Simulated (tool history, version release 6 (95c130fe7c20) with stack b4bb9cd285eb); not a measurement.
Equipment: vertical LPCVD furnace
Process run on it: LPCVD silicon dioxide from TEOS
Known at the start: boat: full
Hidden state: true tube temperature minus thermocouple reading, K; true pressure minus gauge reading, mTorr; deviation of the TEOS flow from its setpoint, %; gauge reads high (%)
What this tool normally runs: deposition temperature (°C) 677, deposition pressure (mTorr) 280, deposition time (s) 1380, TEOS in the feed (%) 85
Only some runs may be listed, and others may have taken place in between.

| run | hour | deposition temperature (°C) | deposition pressure (mTorr) | deposition time (s) | TEOS in the feed (%) | wafers since the last listed run | hours since the last temperature calibration | hours since the pressure gauge was zeroed | hours since the TEOS flow controller was replaced | hours since the gauge calibration | read-back reference wafer on the same gauge, thickness | film thickness on the monitor wafer in the middle of the boat (Å) |
|---|---|---|---|---|---|---|---|---|---|---|---|---|
| 1 | 0.0 | 677 | 280 | 1380 | 85 | 0 | 2682.8 | 3751.6 | 4972.1 | 112.1 | 117.70 | 994.1 |
| 2 | 27.5 | 677 | 280 | 1380 | 85 | 327 | 2710.3 | 3779.1 | 4999.6 | 139.6 | 117.96 | 1003.2 |
| 3 | 49.0 | 677 | 280 | 1380 | 91 | 256 | 2731.8 | 3800.6 | 5021.1 | 161.1 | 118.11 | 1031.9 |
| 4 | 84.2 | 677 | 280 | 1380 | 91 | 419 | 2767.0 | 3835.8 | 5056.3 | 196.3 | 117.70 | 1031.0 |
| 5 | 108.3 | 677 | 280 | 1380 | 91 | 287 | 2791.1 | 3859.9 | 5080.4 | 220.4 | 117.59 | 1033.0 |
| 6 | 125.3 | 681 | 280 | 1800 | 85 | 202 | 2808.1 | 3876.9 | 5097.4 | 237.4 | 117.55 | 1435.9 |
| 7 | 146.6 | 681 | 280 | 1800 | 85 | 253 | 2829.4 | 3898.2 | 5118.7 | 258.7 | 117.37 | 1430.2 |
| 8 | 182.3 | 677 | 280 | 1380 | 85 | 425 | 2865.1 | 3933.9 | 5154.4 | 294.4 | 117.03 | 992.2 |
| 9 | 211.7 | 679 | 245 | 1380 | 85 | 350 | 2894.5 | 3963.3 | 5183.8 | 323.8 | 117.29 | 971.4 |
|  | 238.4 | pressure gauge zeroed |
| 10 | 238.9 | 677 | 280 | 1380 | 85 | 38 | 2921.7 | 0.5 | 5211.0 | 351.0 | 116.56 | 997.8 |
| 11 | 253.7 | 681 | 280 | 1380 | 85 | 176 | 2936.5 | 15.3 | 5225.8 | 365.8 | 116.75 | 1093.7 |
| 12 | 267.0 | 681 | 280 | 1380 | 85 | 158 | 2949.8 | 28.6 | 5239.1 | 379.1 | 116.66 | 1096.8 |
|  | 301.9 | TEOS flow controller replaced |
| 13 | 302.4 | 677 | 280 | 1380 | 85 | 135 | 2985.2 | 64.0 | 0.5 | 414.5 | 116.60 | 986.8 |
|  | 334.3 | thermocouples replaced and temperature profile calibrated |
| 14 | 334.8 | 677 | 280 | 1380 | 85 | 100 | 0.5 | 96.4 | 32.9 | 446.9 | 116.18 | 981.7 |
| 15 | 346.8 | 674 | 340 | 1770 | 85 | 143 | 12.5 | 108.4 | 44.9 | 458.9 | 115.89 | 1293.3 |
|  | 360.8 | gauge calibrated |
| 16 | 370.2 | 671 | 310 | 1380 | 85 | 279 | 35.9 | 131.8 | 68.3 | 9.4 | 118.23 | 908.9 |
| 17 | 388.8 | 677 | 255 | 1140 | 85 | 221 | 54.5 | 150.4 | 86.9 | 28.0 | 118.08 | 792.0 |
| 18 | 414.9 | 677 | 210 | 1890 | 95 | 311 | 80.6 | 176.5 | 113.0 | 54.1 | 118.19 | 1244.3 |
| 19 | 442.3 | 677 | 280 | 1380 | 85 | 326 | 108.0 | 203.9 | 140.4 | 81.5 | 118.45 | 1003.2 |
| 20 | 478.2 | 666 | 280 | 1530 | 85 | 428 | 143.9 | 239.8 | 176.3 | 117.4 | 118.16 | 844.1 |
| 21 | 494.9 | 683 | 310 | 1860 | 91 | 199 | 160.6 | 256.5 | 193.0 | 134.1 | 117.94 | 1712.9 |
| 22 | 513.1 | 677 | 280 | 1380 | 95 | 217 | 178.8 | 274.7 | 211.2 | 152.3 | 117.88 | 1062.0 |
| 23 | 548.1 | 677 | 280 | 1380 | 85 | 417 | 213.8 | 309.7 | 246.2 | 187.3 | 117.99 | 1005.8 |
| 24 | 567.5 | 677 | 280 | 1380 | 85 | 231 | 233.2 | 329.1 | 265.6 | 206.7 | 117.82 | 996.8 |
| 25 | 588.8 | 677 | 235 | 1380 | 94 | 253 | 254.5 | 350.4 | 286.9 | 228.0 | 117.74 | 967.3 |
| 26 | 609.1 | 677 | 220 | 1050 | 85 | 242 | 274.8 | 370.7 | 307.2 | 248.3 | 117.44 | 675.8 |

Measured less the same run without the tool's hidden state. The same run-to-run variation is in both; the gauge's scatter may not be:
| run | film thickness on the monitor wafer in the middle of the boat (Å) |
|---|---|
| 1 | -0.5 |
| 2 | -1.2 |
| 3 | -1.8 |
| 4 | -3.0 |
| 5 | -3.9 |
| 6 | -6.5 |
| 7 | -7.9 |
| 8 | -7.3 |
| 9 | -8.8 |
| 10 | -10.8 |
| 11 | -12.9 |
| 12 | -14.0 |
| 13 | -15.2 |
| 14 | -17.7 |
| 15 | -24.7 |
| 16 | +1.9 |
| 17 | +1.7 |
| 18 | +2.3 |
| 19 | +1.6 |
| 20 | +0.8 |
| 21 | +0.8 |
| 22 | +0.0 |
| 23 | -1.1 |
| 24 | -1.8 |
| 25 | -2.6 |
| 26 | -2.4 |
